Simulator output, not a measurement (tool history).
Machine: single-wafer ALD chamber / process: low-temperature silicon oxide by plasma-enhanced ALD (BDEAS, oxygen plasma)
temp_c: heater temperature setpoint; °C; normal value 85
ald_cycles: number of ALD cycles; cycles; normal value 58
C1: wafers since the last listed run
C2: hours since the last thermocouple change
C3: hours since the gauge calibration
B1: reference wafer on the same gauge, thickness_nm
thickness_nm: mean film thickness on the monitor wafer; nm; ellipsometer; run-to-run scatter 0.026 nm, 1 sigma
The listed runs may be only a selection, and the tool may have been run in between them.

Run 1, hour 0: usual settings; C1 0; C2 1713.6; C3 301; B1 10.259. Result: thickness_nm 10.088 nm.
Run 2, hour 18.4: usual settings; C1 137; C2 1732; C3 319.4; B1 10.254. Result: thickness_nm 10.088 nm.
Run 3, hour 44.4: usual settings; C1 194; C2 1758; C3 345.4; B1 10.239. Result: thickness_nm 10.088 nm.
Run 4, hour 64.5: usual settings; C1 150; C2 1778.1; C3 365.5; B1 10.23. Result: thickness_nm 10.096 nm.
Run 5, hour 79.2: usual settings; C1 110; C2 1792.8; C3 380.2; B1 10.219. Result: thickness_nm 10.108 nm.
Run 6, hour 99.3: usual settings but ald_cycles 63 cycles; C1 150; C2 1812.9; C3 400.3; B1 10.215. Result: thickness_nm 10.953 nm.
At hour 118.3: gauge calibrated.
Run 7, hour 125.7: usual settings; C1 197; C2 1839.3; C3 7.4; B1 10.406. Result: thickness_nm 10.276 nm.
Run 8, hour 143: usual settings; C1 129; C2 1856.6; C3 24.7; B1 10.4. Result: thickness_nm 10.26 nm.
At hour 174.6: thermocouple changed; heater temperature recalibrated.
Run 9, hour 178.4: usual settings; C1 205; C2 3.8; C3 60.1; B1 10.387. Result: thickness_nm 10.268 nm.
Run 10, hour 198.5: usual settings but temp_c 79 °C, ald_cycles 53 cycles; C1 150; C2 23.9; C3 80.2; B1 10.378. Result: thickness_nm 9.569 nm.
Run 11, hour 212.8: usual settings; C1 107; C2 38.2; C3 94.5; B1 10.378. Result: thickness_nm 10.24 nm.
Run 12, hour 229.4: usual settings but ald_cycles 47 cycles; C1 124; C2 54.8; C3 111.1; B1 10.362. Result: thickness_nm 8.296 nm.
Run 13, hour 242.2: usual settings but ald_cycles 53 cycles; C1 95; C2 67.6; C3 123.9; B1 10.36. Result: thickness_nm 9.341 nm.
Run 14, hour 264.7: usual settings but temp_c 71 °C, ald_cycles 52 cycles; C1 168; C2 90.1; C3 146.4; B1 10.35. Result: thickness_nm 9.66 nm.
Run 15, hour 286: usual settings; C1 159; C2 111.4; C3 167.7; B1 10.339. Result: thickness_nm 10.191 nm.
Run 16, hour 314.3: usual settings but temp_c 80 °C, ald_cycles 54 cycles; C1 212; C2 139.7; C3 196; B1 10.329. Result: thickness_nm 9.671 nm.
Run 17, hour 345: usual settings; C1 230; C2 170.4; C3 226.7; B1 10.317. Result: thickness_nm 10.191 nm.

How the hidden state differs across the entries between the runs, from the last listed run before each to the first after it:
Between runs 6 and 7: gauge calibrated (hour 118.3)
  gauge reads high (%): -1.79 -> 0.098
  measured less the result without the state, thickness_nm: -0.2 -> +0.01 nm
Between runs 8 and 9: thermocouple changed; heater temperature recalibrated (hour 174.6)
  gauge reads high (%): 0.0288 -> -0.113
  measured less the result without the state, thickness_nm: +0.003 -> -0.011 nm
